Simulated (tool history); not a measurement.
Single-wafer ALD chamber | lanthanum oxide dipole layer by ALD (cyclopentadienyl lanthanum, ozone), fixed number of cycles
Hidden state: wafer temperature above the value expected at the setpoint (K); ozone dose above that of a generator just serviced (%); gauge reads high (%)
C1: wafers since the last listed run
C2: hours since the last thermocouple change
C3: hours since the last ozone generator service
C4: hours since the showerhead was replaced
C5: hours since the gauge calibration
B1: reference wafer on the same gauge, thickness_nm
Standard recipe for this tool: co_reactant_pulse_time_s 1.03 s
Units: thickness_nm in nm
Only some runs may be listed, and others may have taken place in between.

Run 1, hour 0: usual settings; C1 0; C2 153; C3 787.7; C4 5496.2; C5 184.6; B1 0.479. Result: thickness_nm 0.53 nm.
Run 2, hour 107.5: usual settings; C1 2394; C2 260.5; C3 895.2; C4 5603.7; C5 292.1; B1 0.479. Result: thickness_nm 0.53 nm.
Run 3, hour 172.1: usual settings; C1 1438; C2 325.1; C3 959.8; C4 5668.3; C5 356.7; B1 0.479. Result: thickness_nm 0.531 nm.
Run 4, hour 230.9: usual settings; C1 1309; C2 383.9; C3 1018.6; C4 5727.1; C5 415.5; B1 0.479. Result: thickness_nm 0.531 nm.
Run 5, hour 296.8: usual settings; C1 1467; C2 449.8; C3 1084.5; C4 5793; C5 481.4; B1 0.479. Result: thickness_nm 0.527 nm.
Run 6, hour 377.3: usual settings but co_reactant_pulse_time_s 0.71 s; C1 1792; C2 530.3; C3 1165; C4 5873.5; C5 561.9; B1 0.479. Result: thickness_nm 0.46 nm.
At hour 439.3: showerhead replaced.
Run 7, hour 463.2: usual settings but co_reactant_pulse_time_s 0.71 s; C1 1735; C2 616.2; C3 1250.9; C4 23.9; C5 647.8; B1 0.479. Result: thickness_nm 0.458 nm.
Run 8, hour 536.9: usual settings but co_reactant_pulse_time_s 0.71 s; C1 1641; C2 689.9; C3 1324.6; C4 97.6; C5 721.5; B1 0.479. Result: thickness_nm 0.456 nm.
Run 9, hour 642.8: usual settings; C1 2358; C2 795.8; C3 1430.5; C4 203.5; C5 827.4; B1 0.479. Result: thickness_nm 0.524 nm.
At hour 677.5: ozone generator serviced.
Run 10, hour 694.8: usual settings; C1 979; C2 847.8; C3 17.3; C4 255.5; C5 879.4; B1 0.479. Result: thickness_nm 0.537 nm.
Run 11, hour 746.7: usual settings but co_reactant_pulse_time_s 0.87 s; C1 1155; C2 899.7; C3 69.2; C4 307.4; C5 931.3; B1 0.479. Result: thickness_nm 0.507 nm.
At hour 759.2: gauge calibrated.
Run 12, hour 842: usual settings; C1 2122; C2 995; C3 164.5; C4 402.7; C5 82.8; B1 0.479. Result: thickness_nm 0.533 nm.
Run 13, hour 906.8: usual settings but co_reactant_pulse_time_s 1.44 s; C1 1443; C2 1059.8; C3 229.3; C4 467.5; C5 147.6; B1 0.48. Result: thickness_nm 0.578 nm.
Run 14, hour 957.7: usual settings; C1 1133; C2 1110.7; C3 280.2; C4 518.4; C5 198.5; B1 0.479. Result: thickness_nm 0.534 nm.
At hour 979.6: thermocouple changed; heater temperature recalibrated.
Run 15, hour 1040.9: usual settings; C1 1674; C2 61.3; C3 363.4; C4 601.6; C5 281.7; B1 0.479. Result: thickness_nm 0.536 nm.
Run 16, hour 1132.1: usual settings but co_reactant_pulse_time_s 0.88 s; C1 2031; C2 152.5; C3 454.6; C4 692.8; C5 372.9; B1 0.479. Result: thickness_nm 0.508 nm.
Run 17, hour 1179.9: usual settings but co_reactant_pulse_time_s 0.75 s; C1 1064; C2 200.3; C3 502.4; C4 740.6; C5 420.7; B1 0.479. Result: thickness_nm 0.477 nm.
Run 18, hour 1228.4: usual settings but co_reactant_pulse_time_s 0.66 s; C1 1080; C2 248.8; C3 550.9; C4 789.1; C5 469.2; B1 0.479. Result: thickness_nm 0.45 nm.
Run 19, hour 1308: usual settings but co_reactant_pulse_time_s 1.31 s; C1 1772; C2 328.4; C3 630.5; C4 868.7; C5 548.8; B1 0.479. Result: thickness_nm 0.565 nm.
Run 20, hour 1358.9: usual settings but co_reactant_pulse_time_s 0.78 s; C1 1133; C2 379.3; C3 681.4; C4 919.6; C5 599.7; B1 0.479. Result: thickness_nm 0.483 nm.
Run 21, hour 1447.5: usual settings but co_reactant_pulse_time_s 0.67 s; C1 1973; C2 467.9; C3 770; C4 1008.2; C5 688.3; B1 0.479. Result: thickness_nm 0.451 nm.

Each run again, without the hidden state but with its own random variation kept:
run  thickness_nm
  1         0.536
  2         0.537
  3         0.539
  4         0.538
  5         0.536
  6         0.471
  7          0.47
  8         0.469
  9         0.535
 10         0.537
 11         0.507
 12         0.535
 13         0.579
 14         0.536
 15         0.538
 16         0.512
 17         0.482
 18         0.455
 19         0.568
 20         0.489
 21         0.458

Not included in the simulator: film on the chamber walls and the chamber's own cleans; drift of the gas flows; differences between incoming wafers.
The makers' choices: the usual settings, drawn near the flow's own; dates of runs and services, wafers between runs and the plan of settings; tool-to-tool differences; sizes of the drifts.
